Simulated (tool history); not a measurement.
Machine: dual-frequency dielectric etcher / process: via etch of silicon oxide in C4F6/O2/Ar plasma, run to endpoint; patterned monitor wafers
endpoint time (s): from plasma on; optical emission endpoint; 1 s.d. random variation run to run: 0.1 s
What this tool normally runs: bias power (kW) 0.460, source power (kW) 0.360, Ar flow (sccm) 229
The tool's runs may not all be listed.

run	hour	bias power (kW)	source power (kW)	Ar flow (sccm)	incoming incoming film thickness, nm	endpoint time (s)
1	0.0	0.460	0.420	229	100.2	19.9
# hour 13.8: source power generator calibrated
2	15.3	0.460	0.360	229	99.2	21.5
3	26.7	0.460	0.360	229	100.8	21.7
4	38.8	0.460	0.360	229	100.8	21.7
5	51.8	0.460	0.360	229	100.1	21.6
6	57.8	0.460	0.360	229	100.0	21.7
7	65.1	0.460	0.360	229	99.4	21.5
8	74.5	0.460	0.360	229	98.7	21.3
9	91.3	0.502	0.360	229	99.6	21.1
# hour 105.7: bias power generator calibrated
# hour 117.4: wet clean of the chamber
10	117.9	0.378	0.360	194	99.7	22.0
11	120.8	0.460	0.360	229	99.5	20.9
12	128.0	0.417	0.360	229	100.3	21.9
13	145.3	0.574	0.400	229	100.0	18.3
14	158.7	0.460	0.280	229	101.3	24.7
15	174.6	0.460	0.280	195	100.5	24.1
# hour 190.6: Ar flow controller replaced
16	191.1	0.355	0.410	183	99.8	21.0
17	205.4	0.548	0.290	229	99.7	22.5
18	219.4	0.460	0.390	279	99.4	20.8
# hour 249.3: upper electrode replaced
19	249.8	0.460	0.360	229	99.0	21.2
20	250.1	0.400	0.290	174	100.2	25.0
21	263.8	0.460	0.360	275	99.4	21.6
22	299.4	0.460	0.360	229	99.8	21.4
23	314.8	0.537	0.400	260	99.8	19.3
24	320.9	0.460	0.310	244	99.7	23.3
25	328.6	0.378	0.360	229	99.6	23.0
26	341.9	0.460	0.360	229	101.2	21.9
27	358.9	0.574	0.400	229	99.4	18.6
28	367.8	0.398	0.360	186	101.1	22.6

What if the next run were any one of these 5? Each begins from the tool's condition after run 28:
A	368.2	0.496	0.360	229	99.5	?
B	368.2	0.552	0.360	282	99.5	?
C	368.2	0.374	0.280	214	99.5	?
D	368.2	0.460	0.310	205	99.5	?
E	368.2	0.460	0.360	208	99.5	?

run	endpoint time (s)
A	21.1
B	20.7
C	26.9
D	23.3
E	21.5
With no hidden state in the tool, these same runs would have given:
run	endpoint time (s)
A	20.4
B	20.0
C	26.0
D	22.5
E	20.8
